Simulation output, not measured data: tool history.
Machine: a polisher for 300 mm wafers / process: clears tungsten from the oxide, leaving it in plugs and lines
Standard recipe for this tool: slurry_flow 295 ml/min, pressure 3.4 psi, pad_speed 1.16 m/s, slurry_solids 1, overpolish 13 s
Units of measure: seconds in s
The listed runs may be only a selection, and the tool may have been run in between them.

run,hour,slurry_flow,pressure,pad_speed,slurry_solids,overpolish,wafers since the last listed run,wafers polished on this pad,hours since the slurry nozzle was cleaned,hours since the head pressure was calibrated,hours since the slurry blender was calibrated,hours since the slurry got fresh peroxide,"incoming thickness of the incoming film, nm",seconds
1,0,295,3.4,1.16,1,13,0,147,530.4,447.6,225.8,187.9,437.5,96.8
# hour 26.1: head pressure recalibrated
# hour 67.6: slurry nozzle cleaned
2,71.6,295,3.4,1.16,1,13,396,544,4,45.5,297.4,259.5,435.4,98.4
3,110.2,295,3.4,1.16,1,13,223,767,42.6,84.1,336,298.1,438.9,95.3
4,154.3,330,3.4,0.9,1,13,255,1022,86.7,128.2,380.1,342.2,428.7,118.9
# hour 212.2: slurry tank refilled with fresh slurry and peroxide
5,218,295,3.4,1.16,1,13,362,1385,150.4,191.9,443.8,5.8,435.4,88.3
# hour 230.3: slurry blender recalibrated
6,261.1,295,3.4,1.16,1,13,237,1622,193.5,235,30.8,48.9,439.6,92
7,324.9,225,3.4,1.16,1.15,9,369,1991,257.3,298.8,94.6,112.7,435.8,92.7
8,383.7,295,4.4,1.16,1,13,340,2331,316.1,357.6,153.4,171.5,438.6,73.8
# hour 437: head pressure recalibrated
9,450.8,295,3.4,1.16,1,13,376,2708,383.2,13.8,220.5,238.6,436.2,99.6
# hour 465.9: worn pad replaced by a new one
10,524.5,295,3.4,1.06,1,15,403,338,456.9,87.5,294.2,312.3,436.1,108.7
11,585.4,295,3.4,1.52,1,10,352,690,517.8,148.4,355.1,373.2,442.1,76.1
12,616.7,330,3.4,0.9,1,13,181,872,549.1,179.7,386.4,404.5,437.1,125.6
# hour 630.3: slurry blender recalibrated
13,648.7,295,3.4,1.16,1,13,173,1045,581.1,211.7,18.4,436.5,434,98.9
# hour 694.4: slurry tank refilled with fresh slurry and peroxide
# hour 702.7: slurry nozzle cleaned
14,712.8,295,2.6,1.34,1,13,359,1404,10.1,275.8,82.5,18.4,431.1,97.4
15,753.7,295,3.4,0.76,1,13,236,1641,51,316.7,123.4,59.3,432.9,137.2
16,795.4,295,3.4,1.16,1,13,241,1882,92.7,358.4,165.1,101,427.3,90.3
17,819.4,395,3.8,1.16,1,13,138,2021,116.7,382.4,189.1,125,434.2,78.5
18,864.5,270,3.4,1.16,1,13,260,2282,161.8,427.5,234.2,170.1,431.4,94.9
# hour 867.3: head pressure recalibrated
# hour 905.9: worn pad replaced by a new one
19,906.4,230,3,1.3,1.3,13,207,2,203.7,39.1,276.1,212,437.1,94.9
20,970.5,295,3.4,1.16,1,13,370,373,267.8,103.2,340.2,276.1,440.7,95.8
21,1003.4,295,3.4,1.16,0.85,16,190,563,300.7,136.1,373.1,309,430.8,98
# hour 1023.2: slurry blender recalibrated
22,1064,295,3.4,1.04,1,13,338,902,361.3,196.7,40.8,369.6,437.3,107.1
# hour 1100.7: slurry tank refilled with fresh slurry and peroxide
23,1107.9,295,4.3,1.16,1,16,248,1151,405.2,240.6,84.7,7.2,433.6,68.5
24,1155.4,295,3,1.16,1,10,274,1425,452.7,288.1,132.2,54.7,429.9,98.6
25,1226.1,295,3.4,1.16,1,13,408,1834,523.4,358.8,202.9,125.4,437.7,93.9

What if the next run were any one of these 5? Each begins from the tool's condition after run 25:
A,1226.6,295,3.4,1.16,1,13,2,1837,523.9,359.3,203.4,125.9,429.9,?
B,1226.6,295,3.4,1.16,1,21,2,1837,523.9,359.3,203.4,125.9,429.9,?
C,1226.6,335,3.4,1.44,1,13,2,1837,523.9,359.3,203.4,125.9,429.9,?
D,1226.6,385,2.5,1.54,1,13,2,1837,523.9,359.3,203.4,125.9,429.9,?
E,1226.6,240,3.4,1.16,1,13,2,1837,523.9,359.3,203.4,125.9,429.9,?

run,seconds
A,90.9
B,90.9
C,72.5
D,91.3
E,92.6
Had the tool no hidden state, the same runs would have come out as:
run,seconds
A,84.5
B,84.5
C,67.4
D,84.9
E,86.1
